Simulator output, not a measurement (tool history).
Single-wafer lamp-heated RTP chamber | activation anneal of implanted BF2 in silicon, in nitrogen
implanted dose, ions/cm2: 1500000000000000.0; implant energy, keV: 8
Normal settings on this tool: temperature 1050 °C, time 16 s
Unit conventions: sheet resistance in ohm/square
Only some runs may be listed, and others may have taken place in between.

run   hour  temperature  time  read-back reference wafer on the same gauge, sheet resistance  sheet resistance
  1      0         1036    16                                                         177.96            185.26
      16.1  -- pyrometer window cleaned and pyrometer calibrated
  2   16.6         1050    20                                                            178            158.57
  3   46.6         1050    20                                                         178.01            158.59
  4   64.9         1050    16                                                         178.02             166.2
  5   80.2         1050    16                                                         177.94            165.17
  6    114         1050    16                                                         177.98            165.87
  7    128         1050    16                                                         177.99            163.35
  8  157.1         1050    16                                                         178.08            165.47
  9  175.4         1031    13                                                         177.95            205.38
 10  199.5         1031    13                                                         178.02            207.05
 11  235.8         1031    13                                                         177.89            204.65
 12  255.1         1050    16                                                         178.05            165.07
 13    273         1050    16                                                         177.96            165.21
     299.6  -- pyrometer window cleaned and pyrometer calibrated
 14  300.1         1050    16                                                         178.13            164.88
 15  334.6         1050    16                                                         177.97            164.34
 16  351.3         1050    16                                                         178.02            164.62
 17  371.2         1050    16                                                         178.02            165.46
     392.4  -- gauge calibrated
 18  398.9         1050    16                                                         177.93             165.4
 19  414.1         1027     9                                                         177.94            238.92
 20  447.5         1050    16                                                         177.88            165.58
 21    470         1050    23                                                         178.03            154.97
     486.7  -- reflector plate cleaned
 22  487.2         1063     9                                                            178             171.5
 23  499.6         1050    16                                                         178.08            165.81
 24  529.8         1039    14                                                         178.02            186.38
     541.5  -- pyrometer window cleaned and pyrometer calibrated
 25  559.6         1072    21                                                         177.99            133.19
 26  645.8         1022    23                                                         177.98            190.05
 27  667.4         1062     9                                                         178.06             172.9
 28  686.1         1034    23                                                         178.04            172.52
 29  699.2         1032     9                                                         177.89            226.49
 30  720.6         1071    16                                                         177.99            143.53
 31    750         1050    16                                                         177.89            164.53
 32  783.7         1068    24                                                            178            132.79
 33  802.9         1029    24                                                         177.92            177.15
 34  819.4         1058    16                                                         177.95            156.18

Below are 3 alternative next runs, each starting from the tool's condition after run 34. Predict each:
  A  819.8         1050     9                                                              ?                 ?
  B  819.8         1050    13                                                              ?                 ?
  C  819.8         1076     7                                                              ?                 ?

run  read-back reference wafer on the same gauge, sheet resistance  sheet resistance
  A                                                         178.18            190.35
  B                                                         178.18            173.29
  C                                                         178.18            168.38
Without the tool's unlogged condition, the same runs would have read:
run  sheet resistance
  A            190.35
  B            173.29
  C            168.38
